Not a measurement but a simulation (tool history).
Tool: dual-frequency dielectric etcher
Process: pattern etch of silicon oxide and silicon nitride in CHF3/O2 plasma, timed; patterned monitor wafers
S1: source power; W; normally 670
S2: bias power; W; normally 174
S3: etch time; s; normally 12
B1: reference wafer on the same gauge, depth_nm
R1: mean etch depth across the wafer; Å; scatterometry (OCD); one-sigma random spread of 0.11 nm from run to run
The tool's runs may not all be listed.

| run | hour | S1 | S2 | S3 | B1 | R1 |
|---|---|---|---|---|---|---|
| 1 | 0 | 670 | 174 | 12 | 21.19 | 191 |
| 2 | 51.2 | 630 | 174 | 12 | 21.18 | 186.1 |
| 3 | 203.3 | 630 | 174 | 12 | 21.19 | 185.8 |
| 4 | 255.4 | 630 | 174 | 12 | 21.19 | 180.9 |
| 5 | 281.4 | 670 | 174 | 12 | 21.15 | 181.8 |
|  | 318.1 | wet clean of the chamber |
|  | 321.3 | bias power generator calibrated |
| 6 | 321.8 | 670 | 174 | 12 | 21.16 | 190.1 |
| 7 | 342.5 | 670 | 174 | 12 | 21.19 | 189.1 |
|  | 349.1 | source power generator calibrated |
| 8 | 407.7 | 670 | 174 | 10 | 21.2 | 156.5 |
| 9 | 477.1 | 670 | 174 | 12 | 21.2 | 186.9 |
| 10 | 527.1 | 510 | 174 | 12 | 21.17 | 176.2 |
|  | 538.3 | gauge calibrated |
| 11 | 622.4 | 670 | 174 | 12 | 21.22 | 183 |
|  | 682.1 | wet clean of the chamber |
| 12 | 691.5 | 500 | 174 | 9.5 | 21.21 | 143.3 |
|  | 746.4 | upper electrode replaced |
| 13 | 748 | 800 | 143 | 9 | 21.21 | 138.9 |
| 14 | 806.9 | 740 | 174 | 13.5 | 21.16 | 214.8 |
| 15 | 847.9 | 670 | 174 | 12 | 21.19 | 188.1 |
| 16 | 894.1 | 820 | 137 | 12 | 21.23 | 181.5 |

What will run 17 give?
| 17 | 952.6 | 790 | 147 | 10.5 | ? | ? |

B1: 21.2
R1: 159.5 Å
Without the tool's hidden state the same run would have given R1 164.7 Å.
